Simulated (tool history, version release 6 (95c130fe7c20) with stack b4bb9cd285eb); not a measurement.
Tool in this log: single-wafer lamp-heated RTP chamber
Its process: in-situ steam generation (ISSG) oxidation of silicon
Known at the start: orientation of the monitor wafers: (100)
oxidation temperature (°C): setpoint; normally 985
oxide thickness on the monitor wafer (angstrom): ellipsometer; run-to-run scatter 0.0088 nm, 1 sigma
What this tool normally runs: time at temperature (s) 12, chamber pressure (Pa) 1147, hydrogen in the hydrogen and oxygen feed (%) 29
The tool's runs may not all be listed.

run	hour	oxidation temperature (°C)	time at temperature (s)	chamber pressure (Pa)	hydrogen in the hydrogen and oxygen feed (%)	wafers since the last listed run	wafers since the last pyrometer calibration	hours since the pressure gauge was zeroed	hours since the hydrogen flow controller was replaced	hours since the gauge calibration	read-back reference wafer on the same gauge, thickness	oxide thickness on the monitor wafer (angstrom)
1	0	985	12	1147	32	0	2005	2023.9	3247.9	1182	4.051	43.82
2	24.6	985	12	1147	32	169	2174	2048.5	3272.5	1206.6	4.05	43.95
3	81.6	985	12	1280	32	393	2568	2105.5	3329.5	1263.6	4.046	43.16
4	142.1	985	12	1280	32	417	2986	2166	3390	1324.1	4.052	43.22
5	209	985	12	1280	32	461	3448	2232.9	3456.9	1391	4.048	43.29
6	263.3	985	12	1093	29	374	3823	2287.2	3511.2	1445.3	4.048	43.38
7	291.9	985	12	1093	29	197	4020	2315.8	3539.8	1473.9	4.05	43.42
8	355.8	985	12	1093	29	441	4461	2379.7	3603.7	1537.8	4.049	43.75
# hour 373.1: pyrometer window cleaned and pyrometer calibrated
9	414.5	971	12	1147	29	350	286	2438.4	3662.4	1596.5	4.049	40.72
10	448.5	971	12	1147	29	234	520	2472.4	3696.4	1630.5	4.048	40.92
# hour 462.5: gauge calibrated
11	479.4	985	12	1147	29	213	734	2503.3	3727.3	16.9	4.05	42.3
# hour 499.9: pressure gauge zeroed
12	537.2	996	11	1240	20	343	1078	37.3	3785.1	74.7	4.05	38.4
13	593.3	1000	14	1040	32	387	1465	93.4	3841.2	130.8	4.047	49.42
14	630.9	967	12	1147	29	259	1725	131	3878.8	168.4	4.051	40.41
15	769.3	985	9	1053	22	955	2680	269.4	4017.2	306.8	4.054	35.66
16	833.5	1002	8	1147	29	443	3124	333.6	4081.4	371	4.047	38.43
17	892.8	977	12	1147	24	409	3533	392.9	4140.7	430.3	4.048	40.05
# hour 943.8: pyrometer window cleaned and pyrometer calibrated
18	944.3	1001	8	1253	24	300	3	444.4	4192.2	481.8	4.049	35.53
19	971.3	985	12	1240	29	186	190	471.4	4219.2	508.8	4.054	42.1
20	996.3	985	12	1147	29	172	362	496.4	4244.2	533.8	4.052	42.52
21	1059.5	985	10	973	29	436	799	559.6	4307.4	597	4.049	39.94
22	1087.7	985	16	1093	29	194	993	587.8	4335.6	625.2	4.05	48.28
# hour 1120.9: hydrogen flow controller replaced
23	1154.1	993	14	1213	20	403	1397	654.2	33.2	691.6	4.049	42.14
24	1210.7	1004	14	1147	32	390	1788	710.8	89.8	748.2	4.051	49.94
25	1262.2	985	12	1147	29	355	2143	762.3	141.3	799.7	4.051	42.7
26	1332.9	985	12	1147	29	488	2631	833	212	870.4	4.05	42.97
27	1388.6	991	14	1067	29	384	3016	888.7	267.7	926.1	4.053	47.08
28	1415.8	985	12	1240	25	187	3204	915.9	294.9	953.3	4.05	41.09
29	1448	985	12	1293	23	222	3426	948.1	327.1	985.5	4.051	39.92
30	1518.6	985	12	1147	29	487	3914	1018.7	397.7	1056.1	4.05	43.32
31	1554	985	16	1200	20	244	4158	1054.1	433.1	1091.5	4.05	44.28

How would selected steps in oxide thickness on the monitor wafer (angstrom) from run to run divide? Give the signed amount a tool lacking its hidden state would still show from settings, what came in and random variation, and the signed amount left for the hidden state, including any gauge scatter that is not in both of the compared results.
Hidden conditions of the tool in this case: true wafer temperature minus pyrometer reading, K; true pressure minus gauge reading, Torr; deviation of the hydrogen flow from its setpoint, %; gauge reads high (%).
Run 8 -> 9: oxidation temperature (°C) 985 -> 971, chamber pressure (Pa) 1093 -> 1147, pyrometer window cleaned and pyrometer calibrated. oxide thickness on the monitor wafer (angstrom) -3.03: hidden state -1.03, all else -2.
Run 12 -> 13: oxidation temperature (°C) 996 -> 1000, time at temperature (s) 11 -> 14, chamber pressure (Pa) 1240 -> 1040, hydrogen in the hydrogen and oxygen feed (%) 20 -> 32. oxide thickness on the monitor wafer (angstrom) +11.02: hidden state +0.13, all else +10.89.
Run 13 -> 14: oxidation temperature (°C) 1000 -> 967, time at temperature (s) 14 -> 12, chamber pressure (Pa) 1040 -> 1147, hydrogen in the hydrogen and oxygen feed (%) 32 -> 29. oxide thickness on the monitor wafer (angstrom) -9.01: hidden state -0.07, all else -8.94.
Run 17 -> 18: oxidation temperature (°C) 977 -> 1001, time at temperature (s) 12 -> 8, chamber pressure (Pa) 1147 -> 1253, pyrometer window cleaned and pyrometer calibrated. oxide thickness on the monitor wafer (angstrom) -4.52: hidden state -0.51, all else -4.01.
Run 21 -> 22: time at temperature (s) 10 -> 16, chamber pressure (Pa) 973 -> 1093. oxide thickness on the monitor wafer (angstrom) +8.34: hidden state +0.08, all else +8.26.
Run 26 -> 27: oxidation temperature (°C) 985 -> 991, time at temperature (s) 12 -> 14, chamber pressure (Pa) 1147 -> 1067. oxide thickness on the monitor wafer (angstrom) +4.11: hidden state +0.23, all else +3.88.
